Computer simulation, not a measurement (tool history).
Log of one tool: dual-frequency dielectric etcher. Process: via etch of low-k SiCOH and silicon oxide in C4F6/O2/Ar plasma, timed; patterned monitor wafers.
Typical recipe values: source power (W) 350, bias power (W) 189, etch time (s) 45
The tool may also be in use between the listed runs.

run    hour  source power (W)  bias power (W)  etch time (s)  wafers since the last listed run  hours since the last wet clean  hours since the last source power generator calibration  hours since the last bias power generator calibration  hours since the last upper electrode change  hours since the gauge calibration  read-back reference wafer on the same gauge, depth_nm  mean etch depth across the wafer (nm)
  1       0               390             189             45                                 0                           143.8                                                   2433.4                                                 2159.1                                       3579.1                              783.7                                                  111.9                                  112.3
  2    30.9               390             189             45                               492                           174.7                                                   2464.3                                                   2190                                         3610                              814.6                                                  112.1                                    110
  3      60               350             189             45                               463                           203.8                                                   2493.4                                                 2219.1                                       3639.1                              843.7                                                  112.1                                  106.4
  4   104.9               350             176             45                               715                           248.7                                                   2538.3                                                   2264                                         3684                              888.6                                                  111.9                                  101.9
  5     146               350             176             45                               654                           289.8                                                   2579.4                                                 2305.1                                       3725.1                              929.7                                                  112.1                                    102
  6     190               350             176             45                               700                           333.8                                                   2623.4                                                 2349.1                                       3769.1                              973.7                                                  111.9                                  101.6
  7   215.7               350             189           55.5                               409                           359.5                                                   2649.1                                                 2374.8                                       3794.8                              999.4                                                  112.1                                  129.6
  8   285.4               350             189           55.5                              1110                           429.2                                                   2718.8                                                 2444.5                                       3864.5                             1069.1                                                  111.8                                  128.7
  9   352.8               350             203             45                              1073                           496.6                                                   2786.2                                                 2511.9                                       3931.9                             1136.5                                                  112.2                                  107.3
        394  -- wet clean of the chamber
 10   410.4               350             189             37                               535                            16.4                                                   2843.8                                                 2569.5                                       3989.5                             1194.1                                                  111.8                                   89.6
      426.9  -- source power generator calibrated
      450.9  -- gauge calibrated
 11   469.1               350             189             37                               871                            75.1                                                     42.2                                                 2628.2                                       4048.2                               18.2                                                    112                                   89.2
 12     530               350             189             37                               970                             136                                                    103.1                                                 2689.1                                       4109.1                               79.1                                                  112.1                                   88.9
 13     564               290             153           37.5                               541                             170                                                    137.1                                                 2723.1                                       4143.1                              113.1                                                    112                                     74
 14   632.3               380             209             53                              1087                           238.3                                                    205.4                                                 2791.4                                       4211.4                              181.4                                                  111.8                                  136.8
 15   682.4               410             147           51.5                               798                           288.4                                                    255.5                                                 2841.5                                       4261.5                              231.5                                                  112.1                                  113.3
      724.9  -- bias power generator calibrated
 16   729.4               330             189             45                               684                           335.4                                                    302.5                                                    4.5                                       4308.5                              278.5                                                  111.9                                  103.8
 17   767.2               320             189             45                               602                           373.2                                                    340.3                                                   42.3                                       4346.3                              316.3                                                  112.1                                  101.7
 18   836.3               300             189             45                              1100                           442.3                                                    409.4                                                  111.4                                       4415.4                              385.4                                                    112                                   97.8
 19   865.9               410             230             49                               471                           471.9                                                      439                                                    141                                         4445                                415                                                  111.8                                  134.5
      955.9  -- upper electrode replaced
      957.1  -- wet clean of the chamber
 20  1049.9               420             145           48.5                              2529                            92.8                                                      623                                                    325                                           94                                599                                                    112                                  108.3
 21  1089.9               420             155             49                               637                           132.8                                                      663                                                    365                                          134                                639                                                  112.1                                  111.4
 22  1127.8               350             189             45                               603                           170.7                                                    700.9                                                  402.9                                        171.9                              676.9                                                    112                                  106.2
 23  1188.9               410             221             45                               973                           231.8                                                      762                                                    464                                          233                                738                                                  112.1                                  122.1
 24  1248.7               350             176             45                               952                           291.6                                                    821.8                                                  523.8                                        292.8                              797.8                                                    112                                    101

List, for all runs, the conditions of the tool that the log does not record:
source power that arrives over what is set, %: 0, the same for each run
bias power that arrives over what is set, %: 0, the same for each run
gauge reads high (%): 0, the same for each run
H1: etch rate over this chamber's usual, %
run      H1
  1   -1.47
  2   -1.75
  3   -2.01
  4   -2.42
  5   -2.79
  6   -3.19
  7   -3.43
  8   -4.06
  9   -4.67
 10   0.362
 11   -0.17
 12  -0.723
 13   -1.03
 14   -1.65
 15   -2.11
 16   -2.53
 17   -2.88
 18    -3.5
 19   -3.77
 20   -1.28
 21   -1.65
 22   -1.99
 23   -2.54
 24   -3.09
